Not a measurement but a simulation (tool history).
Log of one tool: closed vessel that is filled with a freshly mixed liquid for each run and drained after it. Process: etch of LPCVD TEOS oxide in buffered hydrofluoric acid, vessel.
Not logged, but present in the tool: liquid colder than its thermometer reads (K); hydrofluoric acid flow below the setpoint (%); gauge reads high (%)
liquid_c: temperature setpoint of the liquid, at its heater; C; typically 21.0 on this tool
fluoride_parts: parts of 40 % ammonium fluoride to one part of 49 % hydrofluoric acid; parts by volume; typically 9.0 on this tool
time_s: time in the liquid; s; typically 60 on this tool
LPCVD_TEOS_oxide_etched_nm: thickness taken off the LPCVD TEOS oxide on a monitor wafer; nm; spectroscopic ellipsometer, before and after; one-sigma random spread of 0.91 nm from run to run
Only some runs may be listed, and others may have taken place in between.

| run | hour | liquid_c | fluoride_parts | time_s | wafers since the last listed run | hours since the thermometer was replaced | hours since the hydrofluoric acid flow meter was replaced | hours since the gauge calibration | read-back film thickness of the LPCVD TEOS oxide reference wafer, read on the same gauge (nm) | LPCVD_TEOS_oxide_etched_nm |
|---|---|---|---|---|---|---|---|---|---|---|
| 1 | 0.0 | 21.0 | 9.0 | 60 | 0 | 278.3 | 815.5 | 422.3 | 60.02 | 119.57 |
| 2 | 26.6 | 21.0 | 9.0 | 60 | 3233 | 304.9 | 842.1 | 448.9 | 59.99 | 117.45 |
| 3 | 72.5 | 21.0 | 9.0 | 60 | 5579 | 350.8 | 888.0 | 494.8 | 60.00 | 116.49 |
| 4 | 101.1 | 21.0 | 9.0 | 60 | 3476 | 379.4 | 916.6 | 523.4 | 60.02 | 117.98 |
| 5 | 142.5 | 21.0 | 9.0 | 60 | 5032 | 420.8 | 958.0 | 564.8 | 60.00 | 117.90 |
| 6 | 210.5 | 21.0 | 9.0 | 60 | 8266 | 488.8 | 1026.0 | 632.8 | 60.02 | 115.94 |
| 7 | 237.9 | 21.0 | 9.0 | 60 | 3330 | 516.2 | 1053.4 | 660.2 | 60.01 | 116.53 |
| 8 | 277.0 | 21.0 | 9.0 | 60 | 4753 | 555.3 | 1092.5 | 699.3 | 59.99 | 118.21 |
| 9 | 306.8 | 21.0 | 9.0 | 60 | 3622 | 585.1 | 1122.3 | 729.1 | 60.00 | 115.11 |
| 10 | 352.5 | 21.0 | 9.0 | 60 | 5555 | 630.8 | 1168.0 | 774.8 | 60.01 | 115.46 |
| 11 | 379.0 | 21.0 | 9.0 | 60 | 3221 | 657.3 | 1194.5 | 801.3 | 60.01 | 115.99 |
| 12 | 546.2 | 21.0 | 9.0 | 50 | 20325 | 824.5 | 1361.7 | 968.5 | 60.02 | 94.20 |
| 13 | 607.3 | 21.0 | 9.0 | 50 | 7427 | 885.6 | 1422.8 | 1029.6 | 60.00 | 95.03 |
|  | 626.8 | gauge calibrated |
| 14 | 658.3 | 17.0 | 6.5 | 80 | 6199 | 936.6 | 1473.8 | 31.5 | 60.00 | 169.10 |
| 15 | 683.8 | 19.0 | 12.5 | 60 | 3099 | 962.1 | 1499.3 | 57.0 | 60.01 | 75.24 |
| 16 | 740.2 | 21.0 | 9.0 | 60 | 6856 | 1018.5 | 1555.7 | 113.4 | 60.00 | 111.13 |
| 17 | 765.8 | 21.0 | 9.0 | 60 | 3112 | 1044.1 | 1581.3 | 139.0 | 60.00 | 111.33 |
|  | 863.0 | thermometer replaced |
| 18 | 974.0 | 21.0 | 9.0 | 60 | 25187 | 111.0 | 1789.5 | 347.2 | 59.98 | 120.23 |
| 19 | 1004.6 | 21.0 | 9.0 | 60 | 3719 | 141.6 | 1820.1 | 377.8 | 59.98 | 118.89 |
|  | 1100.6 | hydrofluoric acid flow meter replaced |
| 20 | 1188.6 | 17.5 | 11.0 | 60 | 22245 | 325.6 | 88.0 | 561.8 | 59.99 | 81.82 |
| 21 | 1236.0 | 18.0 | 11.5 | 40 | 5762 | 373.0 | 135.4 | 609.2 | 60.02 | 53.16 |
| 22 | 1305.8 | 21.0 | 9.0 | 60 | 8485 | 442.8 | 205.2 | 679.0 | 59.99 | 117.91 |
| 23 | 1338.2 | 22.5 | 10.5 | 70 | 3938 | 475.2 | 237.6 | 711.4 | 59.99 | 131.56 |
| 24 | 1382.2 | 17.0 | 10.0 | 60 | 5348 | 519.2 | 281.6 | 755.4 | 59.99 | 87.34 |
| 25 | 1428.5 | 25.5 | 11.5 | 50 | 5628 | 565.5 | 327.9 | 801.7 | 60.01 | 101.27 |
| 26 | 1550.1 | 21.0 | 9.0 | 30 | 14782 | 687.1 | 449.5 | 923.3 | 59.99 | 56.65 |
| 27 | 1599.3 | 17.0 | 6.5 | 60 | 5980 | 736.3 | 498.7 | 972.5 | 60.00 | 128.70 |

List, for all runs, the conditions of the tool that the log does not record:
hydrofluoric acid flow below the setpoint (%): 0 across all the runs
gauge reads high (%): 0 across all the runs
H1: liquid colder than its thermometer reads (K)
| run | H1 |
|---|---|
| 1 | 0.403 |
| 2 | 0.438 |
| 3 | 0.5 |
| 4 | 0.538 |
| 5 | 0.593 |
| 6 | 0.684 |
| 7 | 0.721 |
| 8 | 0.773 |
| 9 | 0.813 |
| 10 | 0.874 |
| 11 | 0.91 |
| 12 | 1.13 |
| 13 | 1.22 |
| 14 | 1.28 |
| 15 | 1.32 |
| 16 | 1.39 |
| 17 | 1.43 |
| 18 | 0.275 |
| 19 | 0.316 |
| 20 | 0.562 |
| 21 | 0.625 |
| 22 | 0.719 |
| 23 | 0.762 |
| 24 | 0.821 |
| 25 | 0.883 |
| 26 | 1.05 |
| 27 | 1.11 |
